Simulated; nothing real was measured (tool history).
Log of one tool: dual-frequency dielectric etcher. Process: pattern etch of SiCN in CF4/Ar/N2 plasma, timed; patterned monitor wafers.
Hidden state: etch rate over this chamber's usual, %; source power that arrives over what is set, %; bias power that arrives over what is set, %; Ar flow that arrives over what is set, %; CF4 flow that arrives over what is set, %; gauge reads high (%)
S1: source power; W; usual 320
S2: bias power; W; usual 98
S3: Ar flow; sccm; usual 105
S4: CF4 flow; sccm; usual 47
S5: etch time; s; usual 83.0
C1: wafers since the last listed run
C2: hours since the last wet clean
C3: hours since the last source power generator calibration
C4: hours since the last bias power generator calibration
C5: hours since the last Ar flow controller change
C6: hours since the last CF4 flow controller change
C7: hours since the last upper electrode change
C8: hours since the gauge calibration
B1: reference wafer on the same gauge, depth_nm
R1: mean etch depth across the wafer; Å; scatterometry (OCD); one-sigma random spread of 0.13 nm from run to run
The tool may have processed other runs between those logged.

run 1 hour=0.0 | S1=240 S2=98 S3=105 S4=51 S5=83.0 | C1=0 C2=99.2 C3=3349.6 C4=77.4 C5=78.7 C6=109.1 C7=54.5 C8=542.3 | B1=47.7 | R1=428
run 2 hour=9.7 | S1=320 S2=98 S3=105 S4=47 S5=59.5 | C1=93 C2=108.9 C3=3359.3 C4=87.1 C5=88.4 C6=118.8 C7=64.2 C8=552.0 | B1=47.7 | R1=415
run 3 hour=17.3 | S1=320 S2=98 S3=116 S4=47 S5=83.0 | C1=73 C2=116.5 C3=3366.9 C4=94.7 C5=96.0 C6=126.4 C7=71.8 C8=559.6 | B1=47.7 | R1=575
run 4 hour=29.3 | S1=260 S2=98 S3=84 S4=47 S5=83.0 | C1=115 C2=128.5 C3=3378.9 C4=106.7 C5=108.0 C6=138.4 C7=83.8 C8=571.6 | B1=47.7 | R1=474
run 5 hour=37.5 | S1=320 S2=98 S3=105 S4=54 S5=70.0 | C1=79 C2=136.7 C3=3387.1 C4=114.9 C5=116.2 C6=146.6 C7=92.0 C8=579.8 | B1=47.7 | R1=498
-- hour=43.9 source power generator calibrated
run 6 hour=54.7 | S1=320 S2=98 S3=95 S4=47 S5=83.0 | C1=127 C2=153.9 C3=10.8 C4=132.1 C5=133.4 C6=163.8 C7=109.2 C8=597.0 | B1=47.7 | R1=546
run 7 hour=70.6 | S1=320 S2=98 S3=105 S4=47 S5=83.0 | C1=153 C2=169.8 C3=26.7 C4=148.0 C5=149.3 C6=179.7 C7=125.1 C8=612.9 | B1=47.7 | R1=541
run 8 hour=81.8 | S1=340 S2=98 S3=122 S4=36 S5=103.0 | C1=108 C2=181.0 C3=37.9 C4=159.2 C5=160.5 C6=190.9 C7=136.3 C8=624.1 | B1=47.7 | R1=683
run 9 hour=99.6 | S1=270 S2=75 S3=98 S4=42 S5=83.0 | C1=171 C2=198.8 C3=55.7 C4=177.0 C5=178.3 C6=208.7 C7=154.1 C8=641.9 | B1=47.7 | R1=389
run 10 hour=106.3 | S1=320 S2=83 S3=113 S4=47 S5=83.0 | C1=64 C2=205.5 C3=62.4 C4=183.7 C5=185.0 C6=215.4 C7=160.8 C8=648.6 | B1=47.7 | R1=493

Run 11 is up next; what results do you expect?
-- hour=106.3 gauge calibrated
run 11 hour=122.7 | S1=320 S2=98 S3=105 S4=47 S5=83.0 | C1=158 C2=221.9 C3=78.8 C4=200.1 C5=201.4 C6=231.8 C7=177.2 C8=16.4 | B1=? | R1=?

Run 11 came out at B1 47.7, R1 547 Å.
If the tool had no hidden condition, the same run with the same run-to-run variation would have returned R1 543 Å.
